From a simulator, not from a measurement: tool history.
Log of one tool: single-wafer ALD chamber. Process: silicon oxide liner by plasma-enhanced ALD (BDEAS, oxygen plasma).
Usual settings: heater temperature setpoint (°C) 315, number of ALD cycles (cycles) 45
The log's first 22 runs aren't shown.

| run | hour | heater temperature setpoint (°C) | number of ALD cycles (cycles) | wafers since the last listed run | hours since the last thermocouple change | hours since the gauge calibration | read-back reference wafer on the same gauge, thickness_nm | mean film thickness on the monitor wafer (Å) |
|---|---|---|---|---|---|---|---|---|
| 23 | 240.9 | 329 | 49 | 54 | 13.5 | 16.4 | 4.49 | 48.98 |
| 24 | 249.4 | 303 | 50 | 40 | 22 | 24.9 | 4.496 | 51.54 |
| 25 | 262.5 | 328 | 48 | 61 | 35.1 | 38 | 4.499 | 47.97 |
| 26 | 275.6 | 315 | 40 | 61 | 48.2 | 51.1 | 4.501 | 40.67 |
| 27 | 283.9 | 304 | 51 | 39 | 56.5 | 59.4 | 4.507 | 52.46 |
| 28 | 292.3 | 328 | 39 | 39 | 64.9 | 67.8 | 4.512 | 39.15 |
| 29 | 307.2 | 315 | 45 | 70 | 79.8 | 82.7 | 4.517 | 46.01 |
| 30 | 323.8 | 315 | 45 | 78 | 96.4 | 99.3 | 4.518 | 46.05 |
| 31 | 340.7 | 329 | 41 | 79 | 113.3 | 116.2 | 4.519 | 41.27 |
| 32 | 355.5 | 315 | 45 | 69 | 128.1 | 131 | 4.529 | 45.97 |
| 33 | 362.6 | 326 | 49 | 33 | 135.2 | 138.1 | 4.526 | 49.71 |
| 34 | 374.4 | 310 | 52 | 55 | 147 | 149.9 | 4.536 | 53.54 |
| 35 | 384.1 | 302 | 47 | 45 | 156.7 | 159.6 | 4.537 | 49.04 |
| 36 | 390.2 | 326 | 45 | 28 | 162.8 | 165.7 | 4.536 | 45.63 |

5 ways to go on from here, each from the tool as it stands after run 36. What would each give?
| A | 390.7 | 306 | 45 | 2 | 163.3 | 166.2 | ? | ? |
| B | 390.7 | 322 | 40 | 2 | 163.3 | 166.2 | ? | ? |
| C | 390.7 | 323 | 37 | 2 | 163.3 | 166.2 | ? | ? |
| D | 390.7 | 326 | 42 | 2 | 163.3 | 166.2 | ? | ? |
| E | 390.7 | 303 | 43 | 2 | 163.3 | 166.2 | ? | ? |

| run | read-back reference wafer on the same gauge, thickness_nm | mean film thickness on the monitor wafer (Å) |
|---|---|---|
| A | 4.538 | 46.6 |
| B | 4.538 | 40.6 |
| C | 4.538 | 37.5 |
| D | 4.538 | 42.41 |
| E | 4.538 | 44.69 |
Without the tool's hidden state the same runs would have given:
| run | mean film thickness on the monitor wafer (Å) |
|---|---|
| A | 46 |
| B | 40.08 |
| C | 37.02 |
| D | 41.87 |
| E | 44.12 |
